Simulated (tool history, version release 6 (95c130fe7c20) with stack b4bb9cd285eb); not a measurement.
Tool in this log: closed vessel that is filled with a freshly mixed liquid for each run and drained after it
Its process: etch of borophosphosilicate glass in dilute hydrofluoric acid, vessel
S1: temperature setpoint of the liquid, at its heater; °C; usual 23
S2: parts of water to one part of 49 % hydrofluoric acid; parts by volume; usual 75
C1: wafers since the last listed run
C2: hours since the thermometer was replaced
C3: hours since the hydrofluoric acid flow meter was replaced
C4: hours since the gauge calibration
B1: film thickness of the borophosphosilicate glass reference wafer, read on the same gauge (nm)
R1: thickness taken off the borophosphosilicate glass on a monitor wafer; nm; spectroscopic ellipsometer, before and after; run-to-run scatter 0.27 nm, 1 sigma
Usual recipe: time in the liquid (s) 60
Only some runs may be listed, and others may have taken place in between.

Run 1, hour 0: usual settings but S2 65 parts by volume; C1 0; C2 349.2; C3 521.7; C4 168.3; B1 130.01. Result: R1 32.68 nm.
Run 2, hour 27.5: usual settings but S2 65 parts by volume; C1 2860; C2 376.7; C3 549.2; C4 195.8; B1 129.99. Result: R1 32.07 nm.
Run 3, hour 58.4: usual settings; C1 3214; C2 407.6; C3 580.1; C4 226.7; B1 129.99. Result: R1 27.56 nm.
Run 4, hour 113.5: usual settings; C1 5731; C2 462.7; C3 635.2; C4 281.8; B1 130.01. Result: R1 27.37 nm.
Run 5, hour 149.7: usual settings; C1 3765; C2 498.9; C3 671.4; C4 318; B1 130. Result: R1 27.49 nm.
Run 6, hour 190: usual settings; C1 4192; C2 539.2; C3 711.7; C4 358.3; B1 129.99. Result: R1 27.65 nm.
Run 7, hour 233.4: usual settings; C1 4514; C2 582.6; C3 755.1; C4 401.7; B1 130.01. Result: R1 27.41 nm.
Run 8, hour 304: usual settings; C1 7344; C2 653.2; C3 825.7; C4 472.3; B1 129.98. Result: R1 27.38 nm.
Run 9, hour 365.1: usual settings but S2 55 parts by volume; C1 6356; C2 714.3; C3 886.8; C4 533.4; B1 129.99. Result: R1 38.59 nm.
Run 10, hour 422.2: usual settings but S2 55 parts by volume; C1 5940; C2 771.4; C3 943.9; C4 590.5; B1 129.97. Result: R1 38.04 nm.
At hour 455.3: thermometer replaced.
Run 11, hour 455.7: usual settings; C1 3380; C2 0.4; C3 977.4; C4 624; B1 130. Result: R1 26.51 nm.
Run 12, hour 480: usual settings; C1 2527; C2 24.7; C3 1001.7; C4 648.3; B1 129.98. Result: R1 26.72 nm.
Run 13, hour 521.8: usual settings but S1 27 °C, S2 50 parts by volume; C1 4348; C2 66.5; C3 1043.5; C4 690.1; B1 130.01. Result: R1 48.16 nm.
Run 14, hour 561.5: usual settings but S1 18.5 °C, time in the liquid (s) 50; C1 4129; C2 106.2; C3 1083.2; C4 729.8; B1 129.99. Result: R1 18.81 nm.
At hour 605.7: hydrofluoric acid flow meter replaced.
Run 15, hour 620.3: usual settings but S1 19 °C, S2 110 parts by volume, time in the liquid (s) 90; C1 6012; C2 165; C3 14.6; C4 788.6; B1 129.99. Result: R1 23.46 nm.
At hour 678.1: gauge calibrated.
Run 16, hour 686.4: usual settings but S2 60 parts by volume; C1 6876; C2 231.1; C3 80.7; C4 8.3; B1 129.99. Result: R1 36.17 nm.
Run 17, hour 741.9: usual settings but S1 21 °C, S2 65 parts by volume; C1 5773; C2 286.6; C3 136.2; C4 63.8; B1 130.01. Result: R1 30.3 nm.
Run 18, hour 807.7: usual settings but S1 20.5 °C, S2 50 parts by volume, time in the liquid (s) 70; C1 6845; C2 352.4; C3 202; C4 129.6; B1 130. Result: R1 46.65 nm.
Run 19, hour 842.3: usual settings but S2 105 parts by volume; C1 3599; C2 387; C3 236.6; C4 164.2; B1 130.01. Result: R1 19.5 nm.
Run 20, hour 879.1: usual settings; C1 3828; C2 423.8; C3 273.4; C4 201; B1 130.01. Result: R1 27.85 nm.

Alternative continuations, all from the tool just after run 20; predict every row:
Run A, hour 879.8: usual settings but S1 18.5 °C; C1 72; C2 424.5; C3 274.1; C4 201.7; B1 ?. Result: R1 ?.
Run B, hour 879.8: usual settings but S1 26.5 °C, S2 105 parts by volume, time in the liquid (s) 80; C1 72; C2 424.5; C3 274.1; C4 201.7; B1 ?. Result: R1 ?.
Run C, hour 879.8: usual settings but S2 95 parts by volume; C1 72; C2 424.5; C3 274.1; C4 201.7; B1 ?. Result: R1 ?.
Run D, hour 879.8: usual settings but S1 21 °C, S2 35 parts by volume, time in the liquid (s) 35; C1 72; C2 424.5; C3 274.1; C4 201.7; B1 ?. Result: R1 ?.

run   B1     R1
  A  130   23.5
  B  130  29.81
  C  130  21.81
  D  130  34.26
Without the tool's unlogged condition, the same runs would have read:
run     R1
  A  23.88
  B  30.32
  C  22.17
  D  34.81

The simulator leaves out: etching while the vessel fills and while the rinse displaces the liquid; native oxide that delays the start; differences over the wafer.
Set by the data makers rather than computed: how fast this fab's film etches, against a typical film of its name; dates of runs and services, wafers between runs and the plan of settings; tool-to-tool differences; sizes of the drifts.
